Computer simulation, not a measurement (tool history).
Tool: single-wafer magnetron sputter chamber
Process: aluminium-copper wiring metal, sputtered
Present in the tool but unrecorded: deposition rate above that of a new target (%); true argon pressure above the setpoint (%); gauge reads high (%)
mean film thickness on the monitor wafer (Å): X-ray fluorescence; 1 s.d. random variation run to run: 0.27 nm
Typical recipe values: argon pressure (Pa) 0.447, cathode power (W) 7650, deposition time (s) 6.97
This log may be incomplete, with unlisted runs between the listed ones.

run     day  argon pressure (Pa)  cathode power (W)  deposition time (s)  wafers since the last listed run  wafers on the sputter target  hours since the last manometer calibration  hours since the magnet pack was replaced  hours since the gauge calibration  read-back reference wafer on the same gauge, thickness_nm  mean film thickness on the monitor wafer (Å)
  1   0.000                0.447               7650                 6.97                                 0                          2274                                      1578.6                                    2991.5                              321.7                                                     76.328                                        882.84
  2   0.650                0.447               7650                 6.97                               230                          2504                                      1594.2                                    3007.1                              337.3                                                     76.350                                        887.04
  3   1.200                0.447               7650                 6.97                               194                          2699                                      1607.4                                    3020.3                              350.5                                                     76.384                                        883.96
  4   2.029                0.447               7650                 7.64                               293                          2993                                      1627.3                                    3040.2                              370.4                                                     76.528                                        966.95
  5   2.675                0.447               8400                 6.97                               228                          3222                                      1642.8                                    3055.7                              385.9                                                     76.405                                        974.23
      4.654  -- sputter target and shields replaced
  6   4.675                0.531               9150                 6.97                               590                             7                                      1690.8                                    3103.7                              433.9                                                     76.553                                       1019.46
  7   5.354                0.531               9150                 6.97                               240                           248                                      1707.1                                    3120.0                              450.2                                                     76.497                                       1011.72
  8   6.200                0.531               9150                 6.97                               299                           548                                      1727.4                                    3140.3                              470.5                                                     76.500                                       1014.10
  9   7.592                0.447               8500                 6.97                               493                          1041                                      1760.8                                    3173.7                              503.9                                                     76.574                                        982.57
 10   8.458                0.447               8500                 6.97                               307                          1348                                      1781.6                                    3194.5                              524.7                                                     76.602                                        982.58
      9.342  -- gauge calibrated
 11   9.562                0.447               7650                 6.97                               391                          1739                                      1808.1                                    3221.0                                5.3                                                     74.590                                        860.57
 12  10.658                0.447               7650                 6.97                               388                          2128                                      1834.4                                    3247.3                               31.6                                                     74.913                                        866.80
 13  11.208                0.447               7650                 6.97                               194                          2323                                      1847.6                                    3260.5                               44.8                                                     74.981                                        870.26
 14  12.354                0.447               7650                 6.97                               406                          2729                                      1875.1                                    3288.0                               72.3                                                     75.230                                        873.15
 15  12.967                0.447               7650                 6.97                               217                          2946                                      1889.8                                    3302.7                               87.0                                                     75.199                                        870.34
     15.258  -- sputter target and shields replaced
 16  15.771                0.447               7650                 6.97                               875                           182                                      1957.1                                    3370.0                              154.3                                                     75.477                                        872.52
 17  16.796                0.567               6700                 6.97                               363                           545                                      1981.7                                    3394.6                              178.9                                                     75.806                                        725.41

Estimate the outcome of run 18 from the log above:
 18  17.746                0.309               5950                 5.97                               336                           882                                      2004.5                                    3417.4                              201.7                                                          ?                                             ?

Run 18 produced read-back reference wafer on the same gauge, thickness_nm 75.795, mean film thickness on the monitor wafer (Å) 627.61.
The same run, on a tool lacking any hidden state, would have yielded mean film thickness on the monitor wafer (Å) 620.31.
